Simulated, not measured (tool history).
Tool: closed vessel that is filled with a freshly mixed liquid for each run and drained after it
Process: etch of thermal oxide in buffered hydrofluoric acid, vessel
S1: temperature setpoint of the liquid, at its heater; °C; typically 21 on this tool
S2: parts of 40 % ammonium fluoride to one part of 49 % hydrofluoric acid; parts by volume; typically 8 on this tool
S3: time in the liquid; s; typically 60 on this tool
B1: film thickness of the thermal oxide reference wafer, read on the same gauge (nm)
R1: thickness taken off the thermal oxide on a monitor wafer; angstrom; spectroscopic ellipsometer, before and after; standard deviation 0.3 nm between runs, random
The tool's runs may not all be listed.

Run 1, hour 0: usual settings; B1 50.01. Result: R1 691.2 angstrom.
Run 2, hour 64.1: usual settings but S2 10 parts by volume; B1 50.02. Result: R1 556.2 angstrom.
Run 3, hour 95.9: usual settings; B1 50. Result: R1 694.5 angstrom.
Run 4, hour 152.2: usual settings; B1 50.01. Result: R1 695.5 angstrom.
Run 5, hour 186.8: usual settings but S1 22.5 °C, S2 6 parts by volume; B1 49.98. Result: R1 984.6 angstrom.
Run 6, hour 212.9: usual settings but S1 22.5 °C, S2 6 parts by volume; B1 50. Result: R1 986 angstrom.
Run 7, hour 262.2: usual settings but S1 22.5 °C, S2 6 parts by volume; B1 49.99. Result: R1 983.8 angstrom.
Run 8, hour 307.8: usual settings but S2 10.5 parts by volume; B1 49.99. Result: R1 539.1 angstrom.
Run 9, hour 520.7: usual settings but S1 25.5 °C, S2 10.5 parts by volume, S3 90 s; B1 49.99. Result: R1 1039.1 angstrom.
At hour 544.9: thermometer replaced.
Run 10, hour 583.7: usual settings; B1 50. Result: R1 706.8 angstrom.
Run 11, hour 642.8: usual settings but S1 18 °C, S2 5 parts by volume, S3 75 s; B1 50.01. Result: R1 1138.9 angstrom.
At hour 686.8: hydrofluoric acid flow meter replaced.
Run 12, hour 691.3: usual settings but S1 17 °C, S2 5.5 parts by volume, S3 35 s; B1 50. Result: R1 436.2 angstrom.
At hour 729.7: gauge calibrated.
Run 13, hour 749.3: usual settings but S1 19.5 °C, S2 7 parts by volume, S3 45 s; B1 49.99. Result: R1 527 angstrom.
Run 14, hour 866.2: usual settings; B1 50.02. Result: R1 667 angstrom.
Run 15, hour 905: usual settings but S3 40 s; B1 49.98. Result: R1 442 angstrom.
Run 16, hour 965.8: usual settings but S2 7 parts by volume, S3 70 s; B1 49.99. Result: R1 891.6 angstrom.

Consider 3 possible next runs. They are alternatives, not a sequence: every one starts from the tool as it was left by run 16. What does each give?
Run A, hour 966.5: usual settings; B1 ?. Result: R1 ?.
Run B, hour 966.5: usual settings but S1 22.5 °C, S2 9.5 parts by volume, S3 70 s; B1 ?. Result: R1 ?.
Run C, hour 966.5: usual settings but S1 24 °C, S3 30 s; B1 ?. Result: R1 ?.

run     B1     R1
  A  49.98    672
  B  49.98  717.3
  C  49.98  396.3
Take away the tool's hidden state, keep each run's random variation, and the runs would have read:
run     R1
  A    656
  B  707.3
  C  386.9
